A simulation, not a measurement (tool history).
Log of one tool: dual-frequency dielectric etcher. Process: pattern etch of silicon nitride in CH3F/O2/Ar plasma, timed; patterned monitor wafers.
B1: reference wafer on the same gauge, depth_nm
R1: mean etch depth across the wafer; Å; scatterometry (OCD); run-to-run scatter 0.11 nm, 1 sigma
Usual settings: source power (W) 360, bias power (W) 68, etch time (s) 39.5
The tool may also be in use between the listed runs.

{"run": 1, "hour": 0.0, "source power (W)": 300, "bias power (W)": 68, "etch time (s)": 35.0, "B1": 18.26, "R1": 182.7}
{"run": 2, "hour": 24.8, "source power (W)": 300, "bias power (W)": 68, "etch time (s)": 35.0, "B1": 18.27, "R1": 183.7}
{"run": 3, "hour": 55.5, "source power (W)": 360, "bias power (W)": 68, "etch time (s)": 39.5, "B1": 18.24, "R1": 227.5}
{"run": 4, "hour": 86.7, "source power (W)": 360, "bias power (W)": 68, "etch time (s)": 39.5, "B1": 18.23, "R1": 225.4}
{"run": 5, "hour": 118.7, "source power (W)": 320, "bias power (W)": 68, "etch time (s)": 31.0, "B1": 18.21, "R1": 167.5}
{"run": 6, "hour": 144.3, "source power (W)": 320, "bias power (W)": 68, "etch time (s)": 31.0, "B1": 18.23, "R1": 167.6}
{"run": 7, "hour": 170.3, "source power (W)": 320, "bias power (W)": 68, "etch time (s)": 31.0, "B1": 18.19, "R1": 168.5}
{"run": 8, "hour": 192.4, "source power (W)": 410, "bias power (W)": 74, "etch time (s)": 39.5, "B1": 18.21, "R1": 248.6}
{"hour": 215.7, "done": "bias power generator calibrated"}
{"run": 9, "hour": 227.5, "source power (W)": 410, "bias power (W)": 74, "etch time (s)": 39.5, "B1": 18.2, "R1": 249.9}
{"run": 10, "hour": 256.2, "source power (W)": 360, "bias power (W)": 78, "etch time (s)": 45.0, "B1": 18.18, "R1": 274.1}
{"hour": 306.3, "done": "upper electrode replaced"}
{"run": 11, "hour": 306.8, "source power (W)": 360, "bias power (W)": 78, "etch time (s)": 45.0, "B1": 18.2, "R1": 274.1}
{"run": 12, "hour": 308.6, "source power (W)": 360, "bias power (W)": 78, "etch time (s)": 45.0, "B1": 18.17, "R1": 274.2}
{"hour": 322.5, "done": "source power generator calibrated"}
{"run": 13, "hour": 340.6, "source power (W)": 280, "bias power (W)": 55, "etch time (s)": 39.5, "B1": 18.2, "R1": 180.3}
{"run": 14, "hour": 354.8, "source power (W)": 320, "bias power (W)": 68, "etch time (s)": 31.0, "B1": 18.19, "R1": 168.0}
{"run": 15, "hour": 419.9, "source power (W)": 360, "bias power (W)": 68, "etch time (s)": 39.5, "B1": 18.14, "R1": 225.3}
{"hour": 421.2, "done": "gauge calibrated"}
{"hour": 446.7, "done": "wet clean of the chamber"}
{"run": 16, "hour": 447.2, "source power (W)": 410, "bias power (W)": 56, "etch time (s)": 50.0, "B1": 18.92, "R1": 289.5}
{"run": 17, "hour": 490.4, "source power (W)": 330, "bias power (W)": 84, "etch time (s)": 28.5, "B1": 18.84, "R1": 177.2}
{"run": 18, "hour": 514.5, "source power (W)": 360, "bias power (W)": 56, "etch time (s)": 39.5, "B1": 18.77, "R1": 212.6}
{"run": 19, "hour": 538.5, "source power (W)": 360, "bias power (W)": 68, "etch time (s)": 39.5, "B1": 18.78, "R1": 234.5}
{"run": 20, "hour": 604.1, "source power (W)": 430, "bias power (W)": 82, "etch time (s)": 28.0, "B1": 18.65, "R1": 193.3}
{"run": 21, "hour": 633.1, "source power (W)": 360, "bias power (W)": 68, "etch time (s)": 39.5, "B1": 18.6, "R1": 228.8}
{"run": 22, "hour": 646.8, "source power (W)": 290, "bias power (W)": 64, "etch time (s)": 39.5, "B1": 18.58, "R1": 202.2}
{"run": 23, "hour": 672.2, "source power (W)": 360, "bias power (W)": 68, "etch time (s)": 39.5, "B1": 18.58, "R1": 231.0}
{"run": 24, "hour": 687.6, "source power (W)": 390, "bias power (W)": 63, "etch time (s)": 49.5, "B1": 18.56, "R1": 290.4}
{"run": 25, "hour": 720.6, "source power (W)": 360, "bias power (W)": 68, "etch time (s)": 39.5, "B1": 18.57, "R1": 230.7}
{"run": 26, "hour": 743.5, "source power (W)": 420, "bias power (W)": 58, "etch time (s)": 39.5, "B1": 18.49, "R1": 231.4}
{"run": 27, "hour": 766.4, "source power (W)": 330, "bias power (W)": 68, "etch time (s)": 33.5, "B1": 18.48, "R1": 184.9}
{"run": 28, "hour": 789.3, "source power (W)": 360, "bias power (W)": 55, "etch time (s)": 44.0, "B1": 18.49, "R1": 233.6}
{"run": 29, "hour": 881.4, "source power (W)": 320, "bias power (W)": 68, "etch time (s)": 39.5, "B1": 18.43, "R1": 214.7}

5 options for the next run, each taken on its own from the tool as it stands now. Forecast them:
{"run": "A", "hour": 881.8, "source power (W)": 360, "bias power (W)": 68, "etch time (s)": 43.5, "B1": "?", "R1": "?"}
{"run": "B", "hour": 881.8, "source power (W)": 320, "bias power (W)": 77, "etch time (s)": 47.5, "B1": "?", "R1": "?"}
{"run": "C", "hour": 881.8, "source power (W)": 290, "bias power (W)": 58, "etch time (s)": 33.0, "B1": "?", "R1": "?"}
{"run": "D", "hour": 881.8, "source power (W)": 360, "bias power (W)": 68, "etch time (s)": 49.0, "B1": "?", "R1": "?"}
{"run": "E", "hour": 881.8, "source power (W)": 300, "bias power (W)": 78, "etch time (s)": 51.0, "B1": "?", "R1": "?"}

run=A B1=18.40 R1=252.5
run=B B1=18.40 R1=274.9
run=C B1=18.40 R1=159.9
run=D B1=18.40 R1=284.4
run=E B1=18.40 R1=287.4
Without the tool's hidden state the same runs would have given:
run=A R1=260.6
run=B R1=283.7
run=C R1=165.0
run=D R1=293.5
run=E R1=296.6
